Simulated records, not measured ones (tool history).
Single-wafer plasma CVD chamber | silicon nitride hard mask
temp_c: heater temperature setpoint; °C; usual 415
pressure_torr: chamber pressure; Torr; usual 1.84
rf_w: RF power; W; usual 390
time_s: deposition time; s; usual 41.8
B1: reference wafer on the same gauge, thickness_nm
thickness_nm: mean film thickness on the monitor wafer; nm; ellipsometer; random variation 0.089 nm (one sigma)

Run 1, hour 0.0: usual settings; B1 53.101. Result: thickness_nm 57.862 nm.
Run 2, hour 19.7: usual settings; B1 53.130. Result: thickness_nm 57.801 nm.
Run 3, hour 32.1: usual settings; B1 53.118. Result: thickness_nm 57.931 nm.
Run 4, hour 42.2: usual settings; B1 53.085. Result: thickness_nm 57.814 nm.
Run 5, hour 54.3: usual settings; B1 53.118. Result: thickness_nm 57.850 nm.
Run 6, hour 64.4: usual settings; B1 53.102. Result: thickness_nm 57.607 nm.
Run 7, hour 75.0: usual settings; B1 53.137. Result: thickness_nm 57.988 nm.
At hour 88.4: capacitance manometer re-zeroed and calibrated.
Run 8, hour 88.9: usual settings; B1 53.117. Result: thickness_nm 57.851 nm.
At hour 123.3: RF generator calibrated.
Run 9, hour 123.8: usual settings; B1 53.101. Result: thickness_nm 56.536 nm.
Run 10, hour 131.1: usual settings but temp_c 408 °C, time_s 45.9 s; B1 53.094. Result: thickness_nm 62.391 nm.
Run 11, hour 137.3: usual settings; B1 53.063. Result: thickness_nm 56.391 nm.
At hour 151.4: showerhead replaced.
Run 12, hour 153.3: usual settings but rf_w 325 W; B1 53.097. Result: thickness_nm 52.425 nm.
At hour 162.6: thermocouple changed; heater temperature recalibrated.
Run 13, hour 166.8: usual settings; B1 53.099. Result: thickness_nm 56.599 nm.
At hour 181.3: RF generator calibrated, repeated, since the last time left the tool worse.
Run 14, hour 181.8: usual settings but pressure_torr 1.96 Torr; B1 53.108. Result: thickness_nm 60.346 nm.
At hour 182.3: gauge calibrated.
Run 15, hour 202.3: usual settings but temp_c 430 °C, rf_w 435 W, time_s 34.7 s; B1 53.118. Result: thickness_nm 50.527 nm.
Run 16, hour 208.5: usual settings but temp_c 407 °C, pressure_torr 2.06 Torr, rf_w 345 W, time_s 38.1 s; B1 53.065. Result: thickness_nm 53.348 nm.
Run 17, hour 221.0: usual settings; B1 53.111. Result: thickness_nm 58.725 nm.
Run 18, hour 236.2: usual settings but temp_c 420 °C, pressure_torr 1.49 Torr; B1 53.095. Result: thickness_nm 53.274 nm.
Run 19, hour 253.0: usual settings but pressure_torr 1.52 Torr, rf_w 370 W; B1 53.085. Result: thickness_nm 52.862 nm.

Some steps in thickness_nm between neighbouring runs. How much of each would the tool show without its hidden state too (settings, what came in, random variation), and how much is left for the hidden state, with any gauge scatter that isn't in both results?
The hidden state here: wafer temperature above the value expected at the setpoint (K); delivered RF power above the setpoint (%); true pressure above the setpoint (%); gauge reads high (%).
Run 13 -> 14: pressure_torr 1.84 -> 1.96, RF generator calibrated, repeated, since the last time left the tool worse. thickness_nm +3.747 nm: hidden state +2.431, all else +1.316.
Run 14 -> 15: temp_c 415 -> 430, pressure_torr 1.96 -> 1.84, rf_w 390 -> 435, time_s 41.8 -> 34.7, gauge calibrated. thickness_nm -9.819 nm: hidden state -0.007, all else -9.812.
